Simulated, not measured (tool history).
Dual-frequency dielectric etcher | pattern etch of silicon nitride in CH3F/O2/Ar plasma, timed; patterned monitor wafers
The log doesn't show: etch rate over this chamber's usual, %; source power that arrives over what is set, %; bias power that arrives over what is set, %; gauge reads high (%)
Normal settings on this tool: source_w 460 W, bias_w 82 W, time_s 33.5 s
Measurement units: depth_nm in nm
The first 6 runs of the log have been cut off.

run     day  source_w  bias_w  time_s  wafers since the last listed run  hours since the last wet clean  hours since the last source power generator calibration  hours since the last bias power generator calibration  hours since the last upper electrode change  hours since the gauge calibration  read-back reference wafer on the same gauge, depth_nm  depth_nm
      6.417  -- bias power generator calibrated
  7   6.496       460      82    33.5                               620                           124.2                                                   3024.8                                                    1.9                                       4296.2                              225.1                                                   26.5     23.51
      7.842  -- upper electrode replaced
  8   7.862       460      82    33.5                                84                             157                                                   3057.6                                                   34.7                                          0.5                              257.9                                                  26.49     23.51
  9   8.342       460      82    33.5                               109                           168.5                                                   3069.1                                                   46.2                                           12                              269.4                                                  26.52     23.42
 10   9.221       460      70    33.5                               201                           189.6                                                   3090.2                                                   67.3                                         33.1                              290.5                                                   26.5     21.36
 11  10.454       460      91    33.5                               283                           219.2                                                   3119.8                                                   96.9                                         62.7                              320.1                                                  26.51     24.76
 12  12.479       460      91    33.5                               464                           267.8                                                   3168.4                                                  145.5                                        111.3                              368.7                                                  26.51     24.58
 13  13.692       460      82    33.5                               278                           296.9                                                   3197.5                                                  174.6                                        140.4                              397.8                                                  26.51     23.37
 14  14.971       460      82    33.5                               293                           327.6                                                   3228.2                                                  205.3                                        171.1                              428.5                                                   26.5     23.28
 15  15.992       360      66    33.5                               234                           352.1                                                   3252.7                                                  229.8                                        195.6                                453                                                  26.51     17.87
 16  16.942       460      82    33.5                               218                           374.9                                                   3275.5                                                  252.6                                        218.4                              475.8                                                  26.51     23.27
 17  17.625       500      74    23.5                               156                           391.3                                                   3291.9                                                    269                                        234.8                              492.2                                                  26.48     16.05
     19.733  -- wet clean of the chamber
 18  19.754       460      82    25.5                               259                             0.5                                                     3343                                                  320.1                                        285.9                              543.3                                                  26.51     17.93
 19  19.771       460      82      42                                 3                             0.9                                                   3343.4                                                  320.5                                        286.3                              543.7                                                  26.48     29.54
 20  20.404       460      88    33.5                               145                            16.1                                                   3358.6                                                  335.7                                        301.5                              558.9                                                  26.49     24.43
     21.104  -- gauge calibrated
 21  21.421       540      91      25                               233                            40.5                                                     3383                                                  360.1                                        325.9                                7.6                                                  26.49     20.14
     22.246  -- source power generator calibrated
 22  22.608       460      68    33.5                               234                              69                                                      8.7                                                  388.6                                        354.4                               36.1                                                  26.52      21.2
 23  23.483       410      75    24.5                               200                              90                                                     29.7                                                  409.6                                        375.4                               57.1                                                   26.5     15.37
 24  24.875       550      82    33.5                               319                           123.4                                                     63.1                                                    443                                        408.8                               90.5                                                  26.49     25.76
 25  25.583       460      82    33.5                               162                           140.4                                                     80.1                                                    460                                        425.8                              107.5                                                   26.5     23.51
 26  26.371       410      75    24.5                               180                           159.3                                                       99                                                  478.9                                        444.7                              126.4                                                   26.5     15.34
 27  27.392       410      75    24.5                               234                           183.8                                                    123.5                                                  503.4                                        469.2                              150.9                                                  26.51     15.33

Expected results for the next run?
 28  28.454       360      77      42                               243                           209.3                                                      149                                                  528.9                                        494.7                              176.4                                                      ?         ?

Run 28 measured read-back reference wafer on the same gauge, depth_nm 26.51, depth_nm 24.75 nm.
On a tool with no hidden condition, and with the same random variation, this run would have come out at depth_nm 24.96 nm.
